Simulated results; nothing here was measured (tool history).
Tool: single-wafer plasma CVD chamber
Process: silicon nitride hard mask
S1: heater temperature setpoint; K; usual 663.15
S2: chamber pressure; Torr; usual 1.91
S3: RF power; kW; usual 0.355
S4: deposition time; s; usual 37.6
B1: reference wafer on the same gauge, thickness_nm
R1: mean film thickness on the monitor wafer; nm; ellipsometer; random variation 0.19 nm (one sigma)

| run | day | S1 | S2 | S3 | S4 | B1 | R1 |
|---|---|---|---|---|---|---|---|
| 1 | 0 | 663.15 | 1.91 | 0.355 | 37.6 | 53.105 | 53.048 |
| 2 | 0.571 | 663.15 | 1.91 | 0.355 | 37.6 | 53.209 | 52.644 |
| 3 | 1.262 | 663.15 | 1.91 | 0.355 | 37.6 | 53.244 | 52.454 |
| 4 | 1.75 | 663.15 | 1.91 | 0.355 | 37.6 | 53.221 | 52.894 |
| 5 | 2.279 | 663.15 | 1.91 | 0.355 | 37.6 | 53.217 | 52.657 |
| 6 | 2.608 | 663.15 | 1.91 | 0.355 | 43.2 | 53.244 | 60.25 |
| 7 | 3.304 | 663.15 | 1.91 | 0.355 | 43.2 | 53.221 | 60.425 |
| 8 | 3.771 | 663.15 | 2.08 | 0.33 | 31.9 | 53.196 | 44.113 |
| 9 | 4.254 | 670.15 | 1.91 | 0.355 | 37.6 | 53.116 | 52.963 |
| 10 | 4.833 | 663.15 | 1.91 | 0.355 | 37.6 | 53.201 | 52.813 |
| 11 | 5.408 | 663.15 | 2.35 | 0.355 | 37.6 | 53.183 | 57.036 |
| 12 | 5.662 | 663.15 | 1.51 | 0.355 | 37.6 | 53.215 | 46.526 |
| 13 | 5.946 | 663.15 | 1.91 | 0.355 | 37.6 | 53.162 | 52.527 |
| 14 | 6.504 | 663.15 | 2.26 | 0.3 | 44.8 | 53.154 | 58.97 |
| 15 | 6.842 | 663.15 | 1.72 | 0.375 | 37.6 | 53.222 | 52.157 |

Not shown: 5 entries that the log had between the listed runs. Between which runs, and how does the tool's hidden state differ before and after?
Between runs 4 and 5: RF generator calibrated (day 2.108)
  no hidden state differs between the two runs
Between runs 7 and 8: thermocouple changed; heater temperature recalibrated (day 3.65)
  no hidden state differs between the two runs
Between runs 9 and 10: gauge calibrated (day 4.396); showerhead replaced (day 4.812)
  no hidden state differs between the two runs
Between runs 10 and 11: capacitance manometer re-zeroed and calibrated (day 5.388)
  no hidden state differs between the two runs
